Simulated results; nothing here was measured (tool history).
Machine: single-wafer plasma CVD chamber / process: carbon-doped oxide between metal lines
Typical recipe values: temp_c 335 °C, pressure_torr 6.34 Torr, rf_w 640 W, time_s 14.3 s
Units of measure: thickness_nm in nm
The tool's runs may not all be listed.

run	hour	temp_c	pressure_torr	rf_w	time_s	read-back reference wafer on the same gauge, thickness_nm	thickness_nm
1	0	335	6.34	580	14.3	107.586	88.311
2	65.5	335	6.34	580	14.3	107.643	87.936
# hour 95.6: gauge calibrated
3	168.3	335	6.34	640	16.5	107.593	105.413
4	269.3	335	6.34	640	16.5	107.569	105.675
5	360.2	335	6.34	640	16.5	107.602	105.578
6	421.4	335	6.34	740	14.3	107.554	97.915
# hour 467.3: capacitance manometer re-zeroed and calibrated
7	539.8	335	6.34	740	14.3	107.645	97.838
8	629	335	6.34	640	16.1	107.621	103.682
# hour 669.7: thermocouple changed; heater temperature recalibrated
9	670.2	340	6.34	605	13.1	107.685	80.415
# hour 680: showerhead replaced
10	760.8	335	6.34	640	13.3	107.557	84.72
11	807.9	329	5.82	520	11.9	107.598	70.634
12	885.8	322	6.34	640	16.6	107.599	109.694
13	962.8	348	5.47	525	12.2	107.565	68.021
14	1060.9	330	4.91	730	15.1	107.608	99.692
# hour 1104.5: RF generator calibrated
15	1112.1	328	6.34	530	14.3	107.499	86.365
16	1202.3	335	7.72	580	11.8	107.628	73.522
17	1296.2	335	6.34	640	16.9	107.579	107.942
18	1363.6	335	6.34	640	15.9	107.619	101.367
19	1463.1	326	6.34	640	14.3	107.651	94.221
20	1540.4	335	6.34	640	14.3	107.632	91.493
21	1581	327	6.34	515	11.5	107.635	69.044
22	1672.1	345	7.01	640	14.3	107.579	89.525
23	1712.9	335	6.34	640	14.3	107.604	91.391
24	1756.8	335	6.34	640	14.3	107.597	91.269
# hour 1809.3: capacitance manometer re-zeroed and calibrated
25	1813.1	335	6.34	640	14.3	107.582	91.674
26	1878.3	335	6.83	605	16	107.59	100.53

Run 27 comes next. What will it give?
27	1970.3	322	7.28	640	13.5	?	?

Run 27 yielded read-back reference wafer on the same gauge, thickness_nm 107.658, thickness_nm 91.018 nm.
With the hidden condition absent and the run-to-run variation left alone, this run would have shown thickness_nm 90.822 nm.
